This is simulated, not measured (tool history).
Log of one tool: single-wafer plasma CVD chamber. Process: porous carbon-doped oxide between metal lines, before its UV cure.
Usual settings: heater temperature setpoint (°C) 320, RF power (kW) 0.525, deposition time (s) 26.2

run	hour	heater temperature setpoint (°C)	RF power (kW)	deposition time (s)	wafers since the last listed run	hours since the last thermocouple change	hours since the last RF generator calibration	hours since the showerhead was replaced	hours since the gauge calibration	read-back reference wafer on the same gauge, thickness_nm	mean film thickness on the monitor wafer (nm)
1	0	320	0.525	24.3	0	972.7	1523.7	5778	347.5	116.107	119.592
# hour 22.2: gauge calibrated
2	58.3	320	0.525	24.3	1036	1031	1582	5836.3	36.1	116.021	120.382
3	110.1	320	0.525	24.3	920	1082.8	1633.8	5888.1	87.9	116.061	119.893
4	164.5	320	0.525	26.2	966	1137.2	1688.2	5942.5	142.3	116.006	129.115
5	190.1	320	0.525	26.2	455	1162.8	1713.8	5968.1	167.9	116.02	128.728
6	216.8	320	0.525	26.2	474	1189.5	1740.5	5994.8	194.6	116.04	128.121
# hour 232.6: thermocouple changed; heater temperature recalibrated
7	242.2	320	0.525	28.1	309	9.6	1765.9	6020.2	220	116.077	136.957
# hour 268.7: RF generator calibrated
8	308.1	320	0.525	28.1	1029	75.5	39.4	6086.1	285.9	116.183	142.884
9	365.1	320	0.525	28.1	1013	132.5	96.4	6143.1	342.9	116.103	143.364
10	390.2	326	0.43	30.7	446	157.6	121.5	6168.2	368	116.044	136.393
11	435	308	0.595	30.6	796	202.4	166.3	6213	412.8	115.975	177.192
# hour 443.3: gauge calibrated
# hour 483.6: showerhead replaced, of another model than before
12	504	308	0.595	30.6	1084	271.4	235.3	20.4	60.7	116.006	180.538
13	568.1	314	0.445	28.4	1139	335.5	299.4	84.5	124.8	116.041	130.554
14	601.9	320	0.63	22.1	600	369.3	333.2	118.3	158.6	116.013	127.743
15	651.8	333	0.595	28.2	886	419.2	383.1	168.2	208.5	116.164	144.873
16	705.2	308	0.61	28.9	949	472.6	436.5	221.6	261.9	115.934	172.121
17	737.3	324	0.525	29.3	570	504.7	468.6	253.7	294	115.813	143.889
18	762.3	311	0.565	23	444	529.7	493.6	278.7	319	115.974	129.32

Forecast each of these 4 alternatives for the next run:
A	762.7	310	0.525	26.2	7	530.1	494	279.1	319.4	?	?
B	762.7	332	0.45	30.1	7	530.1	494	279.1	319.4	?	?
C	762.7	333	0.455	26.2	7	530.1	494	279.1	319.4	?	?
D	762.7	335	0.425	28.2	7	530.1	494	279.1	319.4	?	?

run	read-back reference wafer on the same gauge, thickness_nm	mean film thickness on the monitor wafer (nm)
A	116.067	139.733
B	116.067	126.706
C	116.067	111.238
D	116.067	111.855
Without the tool's hidden state the same runs would have given:
run	mean film thickness on the monitor wafer (nm)
A	142.965
B	130.137
C	114.25
D	114.883
